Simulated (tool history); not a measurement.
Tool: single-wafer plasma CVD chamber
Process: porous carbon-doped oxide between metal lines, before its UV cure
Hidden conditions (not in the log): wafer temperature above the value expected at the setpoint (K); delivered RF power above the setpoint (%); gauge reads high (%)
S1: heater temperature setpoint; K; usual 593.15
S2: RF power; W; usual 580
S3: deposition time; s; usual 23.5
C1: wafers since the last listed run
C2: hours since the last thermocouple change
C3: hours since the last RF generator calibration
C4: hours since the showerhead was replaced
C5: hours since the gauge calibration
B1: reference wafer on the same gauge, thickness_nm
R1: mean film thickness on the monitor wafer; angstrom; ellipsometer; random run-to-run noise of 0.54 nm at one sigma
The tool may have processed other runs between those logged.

run	hour	S1	S2	S3	C1	C2	C3	C4	C5	B1	R1
1	0	593.15	580	23.5	0	2003.5	1783.7	6625.9	945.9	114.172	1155.89
2	20.6	593.15	580	23.5	314	2024.1	1804.3	6646.5	966.5	114.047	1165.44
3	44.1	593.15	580	23.5	359	2047.6	1827.8	6670	990	114.059	1167.28
4	69.4	593.15	530	22.2	386	2072.9	1853.1	6695.3	1015.3	113.886	1056.19
5	104.7	593.15	580	23.5	539	2108.2	1888.4	6730.6	1050.6	114.035	1161.72
# hour 116.9: thermocouple changed; heater temperature recalibrated
6	139.9	593.15	580	23.5	415	23	1923.6	6765.8	1085.8	113.766	1194.28
7	156.9	593.15	580	23.5	259	40	1940.6	6782.8	1102.8	114.078	1207.33
8	178.6	593.15	495	25.8	331	61.7	1962.3	6804.5	1124.5	114.07	1229.52
9	213.4	593.15	580	23.5	531	96.5	1997.1	6839.3	1159.3	114.227	1205.27
# hour 218.4: gauge calibrated
10	238.1	593.15	580	23.5	377	121.2	2021.8	6864	19.7	114.103	1202.86
# hour 264.6: showerhead replaced
11	265.1	593.15	580	23.5	290	148.2	2048.8	0.5	46.7	113.771	1205.92
12	282.8	593.15	580	23.5	270	165.9	2066.5	18.2	64.4	113.936	1201.42
13	310.9	606.15	510	26.5	429	194	2094.6	46.3	92.5	114.067	1176.79
14	342.6	593.15	580	23.5	484	225.7	2126.3	78	124.2	113.86	1199.2
15	371.4	578.15	580	24.9	440	254.5	2155.1	106.8	153	114	1385.29
16	407.4	580.15	620	23.5	550	290.5	2191.1	142.8	189	114.119	1331.32
17	438.3	597.15	510	23.5	472	321.4	2222	173.7	219.9	114.073	1105.28
18	508.5	593.15	580	21.2	1072	391.6	2292.2	243.9	290.1	114.168	1084.77
19	526.5	593.15	580	23.5	275	409.6	2310.2	261.9	308.1	113.811	1188.64
20	546.7	593.15	580	27	308	429.8	2330.4	282.1	328.3	113.788	1363.91
21	579	605.15	580	21.7	493	462.1	2362.7	314.4	360.6	114.116	1035.78
# hour 594.2: RF generator calibrated
22	620.7	599.15	580	23.5	514	503.8	26.5	356.1	402.3	114.042	1158.83
23	639	597.15	640	19.9	279	522.1	44.8	374.4	420.6	113.809	1040.65
24	665.2	593.15	505	23.5	400	548.3	71	400.6	446.8	113.794	1115.3
25	700.7	579.15	635	23.5	542	583.8	106.5	436.1	482.3	113.992	1365.09
26	719.5	593.15	580	23.5	287	602.6	125.3	454.9	501.1	113.893	1196.01
27	737.4	585.15	620	23.5	273	620.5	143.2	472.8	519	113.991	1293.86
28	764.1	593.15	580	20.9	407	647.2	169.9	499.5	545.7	114.185	1066.6
29	780.2	593.15	580	23.5	246	663.3	186	515.6	561.8	113.945	1186.37
30	806.3	598.15	485	20.7	398	689.4	212.1	541.7	587.9	113.923	940.23

Run 31 is up next; what results do you expect?
31	842	593.15	580	19.4	545	725.1	247.8	577.4	623.6	?	?

{"run 31": {"B1": 113.891, "R1": 983.74}}
With the hidden condition absent and the run-to-run variation left alone, this run would have shown R1 993.29 angstrom.

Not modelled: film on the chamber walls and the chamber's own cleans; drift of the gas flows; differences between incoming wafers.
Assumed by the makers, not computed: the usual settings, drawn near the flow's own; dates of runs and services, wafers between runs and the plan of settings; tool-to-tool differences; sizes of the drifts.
